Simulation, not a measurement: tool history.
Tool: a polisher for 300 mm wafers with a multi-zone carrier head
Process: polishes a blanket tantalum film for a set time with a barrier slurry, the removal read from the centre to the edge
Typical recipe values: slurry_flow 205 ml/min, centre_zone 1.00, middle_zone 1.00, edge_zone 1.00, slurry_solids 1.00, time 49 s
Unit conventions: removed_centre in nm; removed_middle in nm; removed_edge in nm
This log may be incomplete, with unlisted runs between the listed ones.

run	hour	slurry_flow	centre_zone	middle_zone	edge_zone	slurry_solids	time	incoming thickness of the incoming film, nm	removed_centre	removed_middle	removed_edge
1	0.0	205	1.00	1.00	1.00	1.00	49	321.3	103.8	106.7	105.3
2	64.0	205	1.00	1.00	1.00	1.00	49	317.9	105.1	107.3	103.5
# hour 129.5: worn pad replaced by a new one
3	130.0	205	1.00	1.00	1.00	1.00	49	320.4	104.7	106.3	106.2
4	182.5	170	1.00	1.00	1.00	1.00	45	314.8	93.8	97.9	96.3
# hour 226.2: centre zone pressure recalibrated
5	251.7	170	1.00	1.00	1.00	1.00	45	320.8	92.6	98.5	95.9
# hour 262.8: edge zone pressure recalibrated
# hour 303.5: slurry nozzle cleaned
6	325.7	170	1.00	1.00	1.00	1.00	45	320.4	94.0	98.0	97.3
7	406.6	155	1.00	0.91	1.04	1.00	33	317.1	68.1	66.1	71.0
8	461.3	205	1.00	1.12	1.00	1.00	49	319.2	105.5	118.0	106.8
# hour 493.5: worn pad replaced by a new one
9	498.0	205	1.00	1.00	1.00	1.00	54	323.8	115.2	119.9	114.9
# hour 542.9: carrier head's membrane replaced by a new one
10	605.6	205	1.00	1.00	1.00	1.00	37	318.3	78.0	81.6	80.0
# hour 633.5: slurry nozzle cleaned
11	664.2	205	1.00	1.00	1.00	1.00	49	323.4	102.8	108.5	106.0
12	717.5	205	1.00	1.00	1.00	1.00	49	322.5	101.9	106.3	104.4
13	767.3	240	1.00	1.00	1.00	1.00	49	320.9	105.5	110.2	105.0
14	828.3	175	1.00	1.00	1.00	1.20	49	323.6	108.1	114.0	108.5
# hour 864.4: centre zone pressure recalibrated
# hour 868.7: worn pad replaced by a new one
15	928.3	205	1.00	1.00	1.00	1.00	49	322.2	103.6	108.3	105.0
# hour 971.4: slurry nozzle cleaned
16	995.5	205	1.00	1.00	1.00	1.00	66	314.0	142.7	145.4	142.4
17	1051.9	245	1.00	1.00	1.00	0.90	49	324.7	102.9	106.9	105.6
18	1092.5	205	1.00	1.00	1.00	1.00	49	326.8	104.5	109.1	106.9
# hour 1146.0: edge zone pressure recalibrated
# hour 1191.0: worn pad replaced by a new one
19	1196.6	205	1.00	1.00	1.00	1.00	49	318.0	105.6	107.5	107.3
20	1266.4	205	0.90	1.00	1.00	0.85	60	319.9	112.9	127.0	125.6

Predict each of these 5 candidate next runs independently; none follows another, all start after run 20:
A	1266.8	205	1.00	1.00	1.00	1.00	49	321.6	?	?	?
B	1266.8	205	1.00	1.00	0.91	1.00	39	321.6	?	?	?
C	1266.8	205	1.00	1.00	0.95	1.00	49	321.6	?	?	?
D	1266.8	205	1.05	0.94	1.00	0.75	59	321.6	?	?	?
E	1266.8	225	1.00	1.00	0.89	1.00	49	321.6	?	?	?

run	removed_centre	removed_middle	removed_edge
A	103.9	108.1	105.7
B	82.7	86.0	80.5
C	103.9	108.1	103.1
D	118.9	114.2	117.0
E	104.9	109.0	100.7
Had the tool no hidden state, the same runs would have come out as:
run	removed_centre	removed_middle	removed_edge
A	103.9	108.1	105.7
B	82.7	86.0	80.5
C	103.9	108.1	103.1
D	118.9	114.2	117.0
E	104.9	109.0	100.7
